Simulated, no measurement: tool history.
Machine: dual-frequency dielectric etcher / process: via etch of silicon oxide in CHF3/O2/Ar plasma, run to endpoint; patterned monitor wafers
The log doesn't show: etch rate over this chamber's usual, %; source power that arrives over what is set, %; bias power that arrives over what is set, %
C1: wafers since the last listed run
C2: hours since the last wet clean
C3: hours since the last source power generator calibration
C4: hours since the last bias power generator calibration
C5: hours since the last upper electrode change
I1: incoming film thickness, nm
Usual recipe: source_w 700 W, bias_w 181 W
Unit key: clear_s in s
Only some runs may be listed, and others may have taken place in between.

Run 1, hour 0.0: usual settings; C1 0; C2 3.5; C3 282.2; C4 1382.6; C5 5250.3; I1 798.1. Result: clear_s 402.5 s.
Run 2, hour 55.5: usual settings; C1 271; C2 59.0; C3 337.7; C4 1438.1; C5 5305.8; I1 787.6. Result: clear_s 400.5 s.
Run 3, hour 287.0: usual settings; C1 1132; C2 290.5; C3 569.2; C4 1669.6; C5 5537.3; I1 793.9. Result: clear_s 414.7 s.
At hour 569.7: wet clean of the chamber.
Run 4, hour 570.1: usual settings but bias_w 214 W; C1 1267; C2 0.4; C3 852.3; C4 1952.7; C5 5820.4; I1 803.1. Result: clear_s 366.3 s.
Run 5, hour 633.3: usual settings but bias_w 214 W; C1 309; C2 63.6; C3 915.5; C4 2015.9; C5 5883.6; I1 794.0. Result: clear_s 371.1 s.
Run 6, hour 681.7: usual settings but source_w 620 W; C1 236; C2 112.0; C3 963.9; C4 2064.3; C5 5932.0; I1 791.5. Result: clear_s 415.0 s.
Run 7, hour 764.8: usual settings but source_w 620 W; C1 406; C2 195.1; C3 1047.0; C4 2147.4; C5 6015.1; I1 790.0. Result: clear_s 420.2 s.
Run 8, hour 886.9: usual settings but source_w 620 W; C1 597; C2 317.2; C3 1169.1; C4 2269.5; C5 6137.2; I1 786.8. Result: clear_s 417.6 s.
Run 9, hour 951.1: usual settings but bias_w 193 W; C1 313; C2 381.4; C3 1233.3; C4 2333.7; C5 6201.4; I1 795.5. Result: clear_s 407.9 s.
At hour 1008.3: upper electrode replaced.
Run 10, hour 1046.7: usual settings; C1 350; C2 477.0; C3 1328.9; C4 2429.3; C5 38.4; I1 797.2. Result: clear_s 417.8 s.
At hour 1156.0: wet clean of the chamber.
Run 11, hour 1156.5: usual settings; C1 419; C2 0.5; C3 1438.7; C4 2539.1; C5 148.2; I1 795.5. Result: clear_s 398.1 s.
Run 12, hour 1200.4: usual settings but bias_w 146 W; C1 214; C2 44.4; C3 1482.6; C4 2583.0; C5 192.1; I1 798.3. Result: clear_s 445.4 s.
Run 13, hour 1306.3: usual settings; C1 517; C2 150.3; C3 1588.5; C4 2688.9; C5 298.0; I1 792.5. Result: clear_s 398.9 s.
At hour 1318.9: source power generator calibrated.
Run 14, hour 1446.1: usual settings; C1 664; C2 290.1; C3 127.2; C4 2828.7; C5 437.8; I1 786.5. Result: clear_s 400.9 s.
Run 15, hour 1505.6: usual settings; C1 290; C2 349.6; C3 186.7; C4 2888.2; C5 497.3; I1 789.4. Result: clear_s 407.1 s.
Run 16, hour 1589.9: usual settings but source_w 610 W, bias_w 169 W; C1 412; C2 433.9; C3 271.0; C4 2972.5; C5 581.6; I1 791.3. Result: clear_s 447.8 s.
Run 17, hour 1678.9: usual settings but bias_w 226 W; C1 435; C2 522.9; C3 360.0; C4 3061.5; C5 670.6; I1 790.9. Result: clear_s 375.9 s.
At hour 1719.6: wet clean of the chamber.
At hour 1732.7: bias power generator calibrated.
Run 18, hour 1782.4: usual settings but source_w 830 W; C1 369; C2 62.8; C3 463.5; C4 49.7; C5 774.1; I1 794.6. Result: clear_s 380.4 s.
Run 19, hour 1885.7: usual settings; C1 505; C2 166.1; C3 566.8; C4 153.0; C5 877.4; I1 792.5. Result: clear_s 404.0 s.
Run 20, hour 1933.9: usual settings but source_w 540 W, bias_w 139 W; C1 235; C2 214.3; C3 615.0; C4 201.2; C5 925.6; I1 788.9. Result: clear_s 490.4 s.
Run 21, hour 1982.6: usual settings but source_w 540 W, bias_w 149 W; C1 238; C2 263.0; C3 663.7; C4 249.9; C5 974.3; I1 790.7. Result: clear_s 478.3 s.
Run 22, hour 2025.2: usual settings; C1 208; C2 305.6; C3 706.3; C4 292.5; C5 1016.9; I1 794.3. Result: clear_s 405.8 s.
Run 23, hour 2065.6: usual settings but source_w 630 W, bias_w 160 W; C1 197; C2 346.0; C3 746.7; C4 332.9; C5 1057.3; I1 791.5. Result: clear_s 444.6 s.
Run 24, hour 2143.6: usual settings; C1 381; C2 424.0; C3 824.7; C4 410.9; C5 1135.3; I1 796.1. Result: clear_s 408.1 s.
At hour 2230.0: wet clean of the chamber.
Run 25, hour 2230.5: usual settings but bias_w 214 W; C1 307; C2 0.5; C3 911.6; C4 497.8; C5 1222.2; I1 789.5. Result: clear_s 363.1 s.
Run 26, hour 2304.2: usual settings but source_w 790 W, bias_w 203 W; C1 360; C2 74.2; C3 985.3; C4 571.5; C5 1295.9; I1 795.9. Result: clear_s 363.5 s.
Run 27, hour 2350.4: usual settings but source_w 870 W, bias_w 144 W; C1 225; C2 120.4; C3 1031.5; C4 617.7; C5 1342.1; I1 807.0. Result: clear_s 425.2 s.
Run 28, hour 2418.5: usual settings but source_w 570 W, bias_w 196 W; C1 333; C2 188.5; C3 1099.6; C4 685.8; C5 1410.2; I1 793.9. Result: clear_s 412.0 s.
Run 29, hour 2517.7: usual settings but source_w 840 W, bias_w 169 W; C1 485; C2 287.7; C3 1198.8; C4 785.0; C5 1509.4; I1 796.1. Result: clear_s 399.4 s.
Run 30, hour 2554.3: usual settings but source_w 630 W; C1 178; C2 324.3; C3 1235.4; C4 821.6; C5 1546.0; I1 791.1. Result: clear_s 415.4 s.
Run 31, hour 2653.1: usual settings; C1 483; C2 423.1; C3 1334.2; C4 920.4; C5 1644.8; I1 808.0. Result: clear_s 416.3 s.

Consider 5 possible next runs. They are alternatives, not a sequence: every one starts from the tool as it was left by run 31. What does each give?
Run A, hour 2653.6: usual settings; C1 2; C2 423.6; C3 1334.7; C4 920.9; C5 1645.3; I1 793.6. Result: clear_s ?.
Run B, hour 2653.6: usual settings but bias_w 140 W; C1 2; C2 423.6; C3 1334.7; C4 920.9; C5 1645.3; I1 793.6. Result: clear_s ?.
Run C, hour 2653.6: usual settings but source_w 760 W; C1 2; C2 423.6; C3 1334.7; C4 920.9; C5 1645.3; I1 793.6. Result: clear_s ?.
Run D, hour 2653.6: usual settings but source_w 550 W; C1 2; C2 423.6; C3 1334.7; C4 920.9; C5 1645.3; I1 793.6. Result: clear_s ?.
Run E, hour 2653.6: usual settings but source_w 560 W, bias_w 206 W; C1 2; C2 423.6; C3 1334.7; C4 920.9; C5 1645.3; I1 793.6. Result: clear_s ?.

run  clear_s
  A    414.9
  B    470.4
  C    405.0
  D    444.0
  E    415.2
With the hidden condition removed and each run's random variation left untouched, the same runs would have given:
run  clear_s
  A    397.9
  B    451.2
  C    388.4
  D    425.8
  E    398.3
